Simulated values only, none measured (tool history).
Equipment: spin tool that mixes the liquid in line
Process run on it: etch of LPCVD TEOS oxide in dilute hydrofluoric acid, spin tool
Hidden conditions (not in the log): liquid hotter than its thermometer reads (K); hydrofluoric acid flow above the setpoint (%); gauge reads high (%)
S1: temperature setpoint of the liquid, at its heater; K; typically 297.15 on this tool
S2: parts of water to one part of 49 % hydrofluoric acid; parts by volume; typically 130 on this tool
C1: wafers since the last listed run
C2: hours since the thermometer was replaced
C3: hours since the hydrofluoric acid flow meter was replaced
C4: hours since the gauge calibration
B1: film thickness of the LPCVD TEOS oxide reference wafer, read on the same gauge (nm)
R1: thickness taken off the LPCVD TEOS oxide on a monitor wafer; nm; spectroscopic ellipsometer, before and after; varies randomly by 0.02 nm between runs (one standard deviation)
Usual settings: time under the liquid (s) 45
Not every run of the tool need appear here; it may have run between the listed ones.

run 1 day=0 | S1=297.15 S2=130 time_under_the_liquid_(s)=45 | C1=0 C2=1997.9 C3=1714.3 C4=58.6 | B1=129.98 | R1=7.95
run 2 day=0.296 | S1=297.15 S2=130 time_under_the_liquid_(s)=45 | C1=105 C2=2005 C3=1721.4 C4=65.7 | B1=130.02 | R1=7.91
run 3 day=0.692 | S1=297.15 S2=130 time_under_the_liquid_(s)=45 | C1=140 C2=2014.5 C3=1730.9 C4=75.2 | B1=130.04 | R1=7.91
run 4 day=1.025 | S1=297.15 S2=130 time_under_the_liquid_(s)=45 | C1=118 C2=2022.5 C3=1738.9 C4=83.2 | B1=130.01 | R1=7.93
run 5 day=1.321 | S1=297.15 S2=85 time_under_the_liquid_(s)=45 | C1=105 C2=2029.6 C3=1746 C4=90.3 | B1=130.02 | R1=12.73
run 6 day=1.662 | S1=297.15 S2=85 time_under_the_liquid_(s)=45 | C1=121 C2=2037.8 C3=1754.2 C4=98.5 | B1=129.96 | R1=12.79
run 7 day=1.996 | S1=297.15 S2=130 time_under_the_liquid_(s)=45 | C1=118 C2=2045.8 C3=1762.2 C4=106.5 | B1=130 | R1=7.91
-- day=2.171 hydrofluoric acid flow meter replaced
run 8 day=2.254 | S1=297.15 S2=130 time_under_the_liquid_(s)=45 | C1=77 C2=2052 C3=2 C4=112.7 | B1=130.05 | R1=6.98
run 9 day=2.512 | S1=301.15 S2=130 time_under_the_liquid_(s)=45 | C1=91 C2=2058.2 C3=8.2 C4=118.9 | B1=130.01 | R1=8.14
run 10 day=2.788 | S1=295.65 S2=175 time_under_the_liquid_(s)=35 | C1=97 C2=2064.8 C3=14.8 C4=125.5 | B1=130 | R1=3.64
run 11 day=3.079 | S1=297.15 S2=130 time_under_the_liquid_(s)=45 | C1=103 C2=2071.8 C3=21.8 C4=132.5 | B1=129.94 | R1=6.98
-- day=3.604 thermometer replaced
run 12 day=3.625 | S1=301.15 S2=165 time_under_the_liquid_(s)=35 | C1=179 C2=0.5 C3=34.9 C4=145.6 | B1=129.97 | R1=4.78
run 13 day=4.175 | S1=299.15 S2=80 time_under_the_liquid_(s)=30 | C1=195 C2=13.7 C3=48.1 C4=158.8 | B1=130 | R1=8.7
run 14 day=4.546 | S1=297.15 S2=130 time_under_the_liquid_(s)=45 | C1=131 C2=22.6 C3=57 C4=167.7 | B1=129.96 | R1=7.01
-- day=4.862 gauge calibrated
run 15 day=5.275 | S1=297.15 S2=130 time_under_the_liquid_(s)=45 | C1=259 C2=40.1 C3=74.5 C4=9.9 | B1=129.96 | R1=6.99
run 16 day=5.817 | S1=293.15 S2=180 time_under_the_liquid_(s)=25 | C1=192 C2=53.1 C3=87.5 C4=22.9 | B1=130.04 | R1=2.29
run 17 day=6.562 | S1=297.15 S2=110 time_under_the_liquid_(s)=20 | C1=265 C2=71 C3=105.4 C4=40.8 | B1=129.98 | R1=3.77

Forecast each of these 3 alternatives for the next run:
run A day=6.579 | S1=297.15 S2=130 time_under_the_liquid_(s)=45 | C1=5 C2=71.4 C3=105.8 C4=41.2 | B1=? | R1=?
run B day=6.579 | S1=297.15 S2=90 time_under_the_liquid_(s)=45 | C1=5 C2=71.4 C3=105.8 C4=41.2 | B1=? | R1=?
run C day=6.579 | S1=297.15 S2=105 time_under_the_liquid_(s)=45 | C1=5 C2=71.4 C3=105.8 C4=41.2 | B1=? | R1=?

run=A B1=130.02 R1=7.04
run=B B1=130.02 R1=10.68
run=C B1=130.02 R1=8.98
Without the tool's unlogged condition, the same runs would have read:
run=A R1=6.99
run=B R1=10.59
run=C R1=8.91

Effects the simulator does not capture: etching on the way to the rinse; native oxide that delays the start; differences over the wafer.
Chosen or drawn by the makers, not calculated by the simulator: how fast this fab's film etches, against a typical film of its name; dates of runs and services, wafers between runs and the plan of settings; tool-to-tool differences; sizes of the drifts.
